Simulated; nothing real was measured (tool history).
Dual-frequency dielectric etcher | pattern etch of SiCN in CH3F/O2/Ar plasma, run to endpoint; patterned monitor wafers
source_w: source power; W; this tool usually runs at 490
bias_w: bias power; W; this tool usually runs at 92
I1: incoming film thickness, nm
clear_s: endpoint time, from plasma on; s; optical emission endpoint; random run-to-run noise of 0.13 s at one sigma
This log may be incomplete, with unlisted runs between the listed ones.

{"run": 1, "day": 0.0, "source_w": 570, "bias_w": 92, "I1": 9.83, "clear_s": 19.9}
{"run": 2, "day": 0.688, "source_w": 570, "bias_w": 92, "I1": 9.89, "clear_s": 20.1}
{"run": 3, "day": 0.942, "source_w": 570, "bias_w": 92, "I1": 9.97, "clear_s": 20.2}
{"run": 4, "day": 1.567, "source_w": 490, "bias_w": 98, "I1": 10.05, "clear_s": 20.7}
{"run": 5, "day": 2.0, "source_w": 490, "bias_w": 98, "I1": 9.93, "clear_s": 20.5}
{"run": 6, "day": 2.475, "source_w": 490, "bias_w": 98, "I1": 9.94, "clear_s": 20.5}
{"run": 7, "day": 3.154, "source_w": 580, "bias_w": 92, "I1": 9.91, "clear_s": 19.8}
{"run": 8, "day": 3.767, "source_w": 580, "bias_w": 92, "I1": 9.91, "clear_s": 20.3}
{"run": 9, "day": 4.425, "source_w": 490, "bias_w": 102, "I1": 9.93, "clear_s": 20.3}
{"run": 10, "day": 4.9, "source_w": 490, "bias_w": 102, "I1": 9.93, "clear_s": 20.1}
{"day": 5.162, "done": "source power generator calibrated"}
{"run": 11, "day": 5.362, "source_w": 490, "bias_w": 92, "I1": 9.93, "clear_s": 21.2}
{"run": 12, "day": 5.717, "source_w": 490, "bias_w": 78, "I1": 9.84, "clear_s": 22.8}
{"day": 7.233, "done": "upper electrode replaced"}
{"day": 8.067, "done": "bias power generator calibrated"}
{"day": 8.2, "done": "wet clean of the chamber"}
{"run": 13, "day": 8.221, "source_w": 530, "bias_w": 92, "I1": 9.93, "clear_s": 19.9}
{"run": 14, "day": 8.238, "source_w": 490, "bias_w": 73, "I1": 9.94, "clear_s": 22.9}
{"run": 15, "day": 8.25, "source_w": 490, "bias_w": 92, "I1": 9.71, "clear_s": 19.8}
{"run": 16, "day": 8.767, "source_w": 490, "bias_w": 92, "I1": 9.83, "clear_s": 20.3}
{"run": 17, "day": 9.062, "source_w": 490, "bias_w": 103, "I1": 9.97, "clear_s": 19.6}
{"run": 18, "day": 9.546, "source_w": 590, "bias_w": 70, "I1": 9.85, "clear_s": 21.8}
{"run": 19, "day": 10.092, "source_w": 400, "bias_w": 92, "I1": 9.93, "clear_s": 22}
{"run": 20, "day": 10.812, "source_w": 590, "bias_w": 101, "I1": 9.84, "clear_s": 18.5}

Results per run with the tool's hidden condition removed, run-to-run variation unchanged:
The tool's hidden condition here consists of: etch rate over this chamber's usual, %; source power that arrives over what is set, %; bias power that arrives over what is set, %.
run=1 clear_s=19.5
run=2 clear_s=19.6
run=3 clear_s=19.7
run=4 clear_s=20.2
run=5 clear_s=20
run=6 clear_s=19.9
run=7 clear_s=19.3
run=8 clear_s=19.7
run=9 clear_s=19.7
run=10 clear_s=19.4
run=11 clear_s=20.5
run=12 clear_s=22
run=13 clear_s=20
run=14 clear_s=23
run=15 clear_s=19.9
run=16 clear_s=20.3
run=17 clear_s=19.6
run=18 clear_s=21.8
run=19 clear_s=22
run=20 clear_s=18.4

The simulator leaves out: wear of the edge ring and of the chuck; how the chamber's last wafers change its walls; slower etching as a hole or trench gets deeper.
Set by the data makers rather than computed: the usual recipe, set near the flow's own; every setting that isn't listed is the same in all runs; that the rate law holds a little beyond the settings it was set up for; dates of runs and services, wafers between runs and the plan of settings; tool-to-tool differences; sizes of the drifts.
